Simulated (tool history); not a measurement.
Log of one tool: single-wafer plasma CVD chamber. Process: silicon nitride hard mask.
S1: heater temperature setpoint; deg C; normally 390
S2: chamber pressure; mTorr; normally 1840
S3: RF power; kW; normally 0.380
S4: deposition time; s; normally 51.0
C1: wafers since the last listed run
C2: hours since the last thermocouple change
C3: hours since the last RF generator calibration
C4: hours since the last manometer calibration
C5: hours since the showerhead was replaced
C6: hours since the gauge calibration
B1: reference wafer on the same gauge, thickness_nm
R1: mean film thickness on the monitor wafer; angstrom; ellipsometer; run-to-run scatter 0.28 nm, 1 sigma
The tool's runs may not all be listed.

| run | hour | S1 | S2 | S3 | S4 | C1 | C2 | C3 | C4 | C5 | C6 | B1 | R1 |
|---|---|---|---|---|---|---|---|---|---|---|---|---|---|
| 1 | 0.0 | 379 | 1840 | 0.380 | 54.8 | 0 | 119.4 | 684.3 | 1362.9 | 6058.3 | 1124.9 | 62.564 | 772.94 |
| 2 | 103.5 | 379 | 1840 | 0.380 | 54.8 | 2272 | 222.9 | 787.8 | 1466.4 | 6161.8 | 1228.4 | 62.500 | 769.32 |
| 3 | 175.4 | 390 | 1840 | 0.380 | 51.0 | 1578 | 294.8 | 859.7 | 1538.3 | 6233.7 | 1300.3 | 62.517 | 709.96 |
| 4 | 438.8 | 390 | 1840 | 0.380 | 51.0 | 5784 | 558.2 | 1123.1 | 1801.7 | 6497.1 | 1563.7 | 62.541 | 710.64 |
| 5 | 506.2 | 380 | 1990 | 0.380 | 51.0 | 1480 | 625.6 | 1190.5 | 1869.1 | 6564.5 | 1631.1 | 62.402 | 734.59 |
| 6 | 606.3 | 390 | 1840 | 0.380 | 51.0 | 2198 | 725.7 | 1290.6 | 1969.2 | 6664.6 | 1731.2 | 62.527 | 715.92 |
|  | 679.4 | capacitance manometer re-zeroed and calibrated |
| 7 | 708.5 | 390 | 1840 | 0.380 | 51.0 | 2068 | 827.9 | 1392.8 | 29.1 | 6766.8 | 1833.4 | 62.592 | 709.59 |
|  | 771.1 | showerhead replaced |
| 8 | 786.4 | 390 | 1840 | 0.380 | 51.0 | 1535 | 905.8 | 1470.7 | 107.0 | 15.3 | 1911.3 | 62.490 | 709.97 |
|  | 824.9 | thermocouple changed; heater temperature recalibrated |
| 9 | 830.8 | 390 | 2180 | 0.380 | 51.0 | 799 | 5.9 | 1515.1 | 151.4 | 59.7 | 1955.7 | 62.388 | 762.52 |
| 10 | 924.3 | 390 | 2180 | 0.380 | 51.0 | 2053 | 99.4 | 1608.6 | 244.9 | 153.2 | 2049.2 | 62.441 | 764.91 |
| 11 | 973.7 | 390 | 2180 | 0.380 | 51.0 | 1084 | 148.8 | 1658.0 | 294.3 | 202.6 | 2098.6 | 62.524 | 763.23 |
|  | 1021.9 | gauge calibrated |
| 12 | 1076.6 | 379 | 1840 | 0.380 | 51.0 | 2259 | 251.7 | 1760.9 | 397.2 | 305.5 | 54.7 | 62.492 | 716.17 |
| 13 | 1324.1 | 390 | 1840 | 0.380 | 51.0 | 5435 | 499.2 | 2008.4 | 644.7 | 553.0 | 302.2 | 62.469 | 715.26 |
| 14 | 1397.2 | 399 | 1390 | 0.455 | 59.1 | 1605 | 572.3 | 2081.5 | 717.8 | 626.1 | 375.3 | 62.518 | 808.91 |
| 15 | 1449.4 | 390 | 1560 | 0.450 | 42.2 | 1146 | 624.5 | 2133.7 | 770.0 | 678.3 | 427.5 | 62.517 | 621.10 |
| 16 | 1507.5 | 399 | 1840 | 0.380 | 51.0 | 1275 | 682.6 | 2191.8 | 828.1 | 736.4 | 485.6 | 62.450 | 712.74 |
| 17 | 1568.8 | 394 | 1500 | 0.380 | 51.0 | 1346 | 743.9 | 2253.1 | 889.4 | 797.7 | 546.9 | 62.509 | 630.65 |
| 18 | 1647.6 | 379 | 1840 | 0.410 | 51.0 | 1730 | 822.7 | 2331.9 | 968.2 | 876.5 | 625.7 | 62.403 | 769.07 |
| 19 | 1741.7 | 398 | 1520 | 0.380 | 51.0 | 2066 | 916.8 | 2426.0 | 1062.3 | 970.6 | 719.8 | 62.607 | 638.81 |
|  | 1786.9 | RF generator calibrated |
| 20 | 1787.4 | 390 | 1840 | 0.380 | 51.0 | 827 | 962.5 | 0.5 | 1108.0 | 1016.3 | 765.5 | 62.547 | 712.26 |
| 21 | 1830.6 | 379 | 1840 | 0.380 | 54.8 | 948 | 1005.7 | 43.7 | 1151.2 | 1059.5 | 808.7 | 62.538 | 760.51 |
|  | 1862.1 | thermocouple changed; heater temperature recalibrated |
| 22 | 1915.6 | 390 | 1840 | 0.380 | 54.6 | 1690 | 53.5 | 128.7 | 1236.2 | 1144.5 | 893.7 | 62.512 | 759.22 |
| 23 | 2017.0 | 390 | 1490 | 0.380 | 53.9 | 2226 | 154.9 | 230.1 | 1337.6 | 1245.9 | 995.1 | 62.663 | 670.28 |
| 24 | 2112.4 | 390 | 1840 | 0.380 | 51.0 | 2095 | 250.3 | 325.5 | 1433.0 | 1341.3 | 1090.5 | 62.466 | 714.19 |
| 25 | 2170.9 | 383 | 1440 | 0.380 | 43.7 | 1284 | 308.8 | 384.0 | 1491.5 | 1399.8 | 1149.0 | 62.456 | 534.10 |
| 26 | 2245.8 | 390 | 1840 | 0.380 | 51.0 | 1644 | 383.7 | 458.9 | 1566.4 | 1474.7 | 1223.9 | 62.542 | 712.00 |
| 27 | 2333.9 | 390 | 1840 | 0.380 | 53.8 | 1934 | 471.8 | 547.0 | 1654.5 | 1562.8 | 1312.0 | 62.625 | 752.66 |
| 28 | 2386.0 | 390 | 1840 | 0.380 | 55.4 | 1144 | 523.9 | 599.1 | 1706.6 | 1614.9 | 1364.1 | 62.404 | 777.25 |

5 ways to go on from here, each from the tool as it stands after run 28. What would each give?
| A | 2386.4 | 390 | 1840 | 0.340 | 51.0 | 8 | 524.3 | 599.5 | 1707.0 | 1615.3 | 1364.5 | ? | ? |
| B | 2386.4 | 390 | 2240 | 0.380 | 56.2 | 8 | 524.3 | 599.5 | 1707.0 | 1615.3 | 1364.5 | ? | ? |
| C | 2386.4 | 396 | 1540 | 0.405 | 58.8 | 8 | 524.3 | 599.5 | 1707.0 | 1615.3 | 1364.5 | ? | ? |
| D | 2386.4 | 404 | 1840 | 0.325 | 51.0 | 8 | 524.3 | 599.5 | 1707.0 | 1615.3 | 1364.5 | ? | ? |
| E | 2386.4 | 397 | 1470 | 0.410 | 51.0 | 8 | 524.3 | 599.5 | 1707.0 | 1615.3 | 1364.5 | ? | ? |

| run | B1 | R1 |
|---|---|---|
| A | 62.605 | 640.12 |
| B | 62.605 | 850.65 |
| C | 62.605 | 786.93 |
| D | 62.605 | 606.55 |
| E | 62.605 | 669.49 |
Without the tool's unlogged condition, the same runs would have read:
| run | R1 |
|---|---|
| A | 640.12 |
| B | 850.65 |
| C | 786.93 |
| D | 606.55 |
| E | 669.49 |

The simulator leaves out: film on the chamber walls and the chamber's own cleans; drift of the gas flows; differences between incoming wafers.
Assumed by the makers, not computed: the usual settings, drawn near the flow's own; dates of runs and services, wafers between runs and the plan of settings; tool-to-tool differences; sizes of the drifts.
